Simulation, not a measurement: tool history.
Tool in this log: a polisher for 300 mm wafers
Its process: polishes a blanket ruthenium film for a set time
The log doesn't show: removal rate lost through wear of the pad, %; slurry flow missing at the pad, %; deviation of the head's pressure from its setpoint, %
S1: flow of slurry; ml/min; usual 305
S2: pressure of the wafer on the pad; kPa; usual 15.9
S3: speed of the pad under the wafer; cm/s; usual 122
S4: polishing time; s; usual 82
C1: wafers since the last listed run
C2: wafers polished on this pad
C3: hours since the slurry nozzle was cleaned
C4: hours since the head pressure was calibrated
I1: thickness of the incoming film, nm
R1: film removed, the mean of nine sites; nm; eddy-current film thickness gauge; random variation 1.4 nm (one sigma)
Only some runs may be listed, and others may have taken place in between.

run	day	S1	S2	S3	S4	C1	C2	C3	C4	I1	R1
1	0	305	15.9	122	82	0	3957	101.7	513.8	580.7	155.2
# day 0.95: worn pad replaced by a new one
2	2.633	305	15.9	122	82	424	289	164.9	577	593.4	156.9
3	7	305	15.9	122	82	750	1039	269.7	681.8	577.7	157.4
4	9.475	265	15.9	122	82	425	1465	329.1	741.2	583.8	156.9
5	12.15	265	15.9	122	82	459	1925	393.3	805.4	585.9	156.7
6	15.979	265	15.9	122	82	658	2583	485.2	897.3	580.5	159.7
7	19.133	305	15.9	122	82	542	3125	560.9	973	592.6	165.3
8	21.1	305	15.9	122	82	338	3463	608.1	1020.2	587.6	163.4
# day 23.546: slurry nozzle cleaned
9	24.962	305	15.9	122	61	656	4120	34	1112.9	582.6	124.8
# day 27.775: worn pad replaced by a new one
10	27.846	305	15.9	122	93	467	12	103.2	1182.1	581.4	193.6
11	29.95	305	15.9	122	82	361	373	153.7	1232.6	593	170.1
# day 33.271: head pressure recalibrated
12	34.233	305	15.9	122	82	722	1095	256.5	23.1	586.4	148.5
13	37.238	305	15.9	110	82	516	1612	328.6	95.2	590.7	136.2
14	41.5	305	15.9	110	82	732	2345	430.9	197.5	587.4	138.2
15	43.6	305	15.9	110	82	361	2706	481.3	247.9	593.1	138.3
16	45.15	370	15.9	122	82	266	2972	518.5	285.1	578	155.1
# day 46.604: slurry nozzle cleaned
17	48.592	375	15.9	122	67	584	3557	47.7	367.7	600.2	122.6
18	50.675	305	10.3	152	91	358	3915	97.7	417.7	600.4	131.3
# day 54.483: worn pad replaced by a new one
19	54.638	305	10.3	122	82	652	26	192.8	512.8	589.6	98.3
20	56.854	305	15.9	122	82	381	407	246	566	587.7	152.9
21	59.138	410	13.1	144	82	392	800	300.8	620.8	581.5	146.1
22	60.812	305	15.9	122	61	287	1088	341	661	582.9	114.1
23	62.538	305	15.9	122	82	296	1384	382.4	702.4	588.6	153.6
24	65.642	330	13.1	122	73	533	1918	456.9	776.9	599.3	115.3
# day 68.454: slurry nozzle cleaned
25	69.854	215	15.9	94	96	717	2635	33.6	878	596.6	145.4
26	72.075	215	11	108	82	381	3017	86.9	931.3	597.2	95.8
27	74.567	375	20	122	82	428	3445	146.7	991.1	589.3	201.9
28	78.917	305	12.4	122	82	747	4193	251.1	1095.5	595.6	124.1
# day 82.571: worn pad replaced by a new one
29	82.608	305	17.2	96	82	606	6	339.7	1184.1	583.7	148.9

Forecast run 30:
# day 82.708: head pressure recalibrated
30	85.725	305	18.6	122	82	521	528	414.5	72.4	581.9	?

Run 30 gave R1 179.7 nm.
Without the tool's hidden state the same run would have given R1 176.1 nm.
